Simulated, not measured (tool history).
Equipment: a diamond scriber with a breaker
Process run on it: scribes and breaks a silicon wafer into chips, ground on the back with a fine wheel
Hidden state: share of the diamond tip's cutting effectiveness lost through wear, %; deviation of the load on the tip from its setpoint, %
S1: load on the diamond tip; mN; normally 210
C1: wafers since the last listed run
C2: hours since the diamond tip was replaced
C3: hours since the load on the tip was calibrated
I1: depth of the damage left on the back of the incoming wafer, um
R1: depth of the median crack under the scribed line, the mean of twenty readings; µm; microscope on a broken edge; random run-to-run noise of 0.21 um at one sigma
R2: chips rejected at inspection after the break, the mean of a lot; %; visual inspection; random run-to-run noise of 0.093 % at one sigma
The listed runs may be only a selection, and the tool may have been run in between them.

run,hour,S1,C1,C2,C3,I1,R1,R2
1,0.0,231,0,379.2,1271.3,1.66,16.03,1.85
2,22.1,210,60,401.3,1293.4,2.73,15.33,2.00
3,52.1,210,82,431.3,1323.4,2.61,15.23,1.77
4,86.7,210,94,465.9,1358.0,2.51,14.66,1.82
5,113.1,210,72,492.3,1384.4,1.81,15.12,1.66
# hour 122.1: diamond tip replaced by a new one
6,136.6,210,58,14.5,1407.9,1.96,15.05,1.59
7,151.5,178,40,29.4,1422.8,2.70,13.57,3.24
8,177.9,178,72,55.8,1449.2,2.72,13.72,3.08
9,192.0,210,38,69.9,1463.3,2.84,15.22,1.99
10,224.8,210,89,102.7,1496.1,2.21,14.80,1.55
11,248.9,210,65,126.8,1520.2,1.63,14.77,1.37
12,265.7,210,45,143.6,1537.0,1.93,15.12,1.53
13,280.9,210,41,158.8,1552.2,2.72,14.60,1.95
14,303.3,170,61,181.2,1574.6,2.48,13.50,4.03
15,318.4,170,41,196.3,1589.7,2.00,13.40,3.56
16,346.6,170,77,224.5,1617.9,1.80,13.45,3.24
17,423.3,210,209,301.2,1694.6,1.88,15.42,1.48
18,456.5,210,90,334.4,1727.8,1.92,14.81,1.53
# hour 468.9: load on the tip recalibrated
19,555.7,194,266,433.6,86.8,2.76,14.46,2.14
20,589.6,260,92,467.5,120.7,2.16,17.01,3.24
# hour 608.7: diamond tip replaced by a new one
21,620.6,210,79,11.9,151.7,2.37,15.26,1.67
22,632.6,162,32,23.9,163.7,1.73,12.81,3.94
23,662.2,149,81,53.5,193.3,2.26,12.14,5.95
24,691.5,156,80,82.8,222.6,2.69,12.71,5.46
25,716.9,270,69,108.2,248.0,1.93,17.91,4.34
26,742.9,268,71,134.2,274.0,2.57,17.08,4.13
27,770.4,190,75,161.7,301.5,2.19,14.52,1.95
28,800.9,154,83,192.2,332.0,2.40,12.96,5.29
29,833.8,180,90,225.1,364.9,1.88,13.65,2.24
30,858.5,181,67,249.8,389.6,1.78,13.61,2.32
31,889.2,241,84,280.5,420.3,2.58,16.59,2.52
32,906.0,258,45,297.3,437.1,2.53,16.73,3.53
33,927.4,210,58,318.7,458.5,2.61,15.51,1.79
34,950.4,271,62,341.7,481.5,2.54,17.54,4.78
35,980.2,188,81,371.5,511.3,2.78,14.02,2.48
36,1032.7,210,143,424.0,563.8,2.62,14.79,1.71
37,1055.3,210,61,446.6,586.4,2.07,15.16,1.61
# hour 1067.5: diamond tip replaced by a new one
38,1090.3,150,90,22.8,621.4,2.74,12.49,6.23
39,1112.8,210,61,45.3,643.9,2.04,15.25,1.59
40,1128.9,269,44,61.4,660.0,2.67,17.57,4.39
41,1148.1,210,52,80.6,679.2,1.98,15.02,1.41
42,1174.9,239,73,107.4,706.0,1.66,16.49,2.14
43,1196.6,252,59,129.1,727.7,2.01,16.75,2.80

For each run, what was the tool's unlogged condition?
share of the diamond tip's cutting effectiveness lost through wear, %: 0 on each run
deviation of the load on the tip from its setpoint, %: 0 on each run
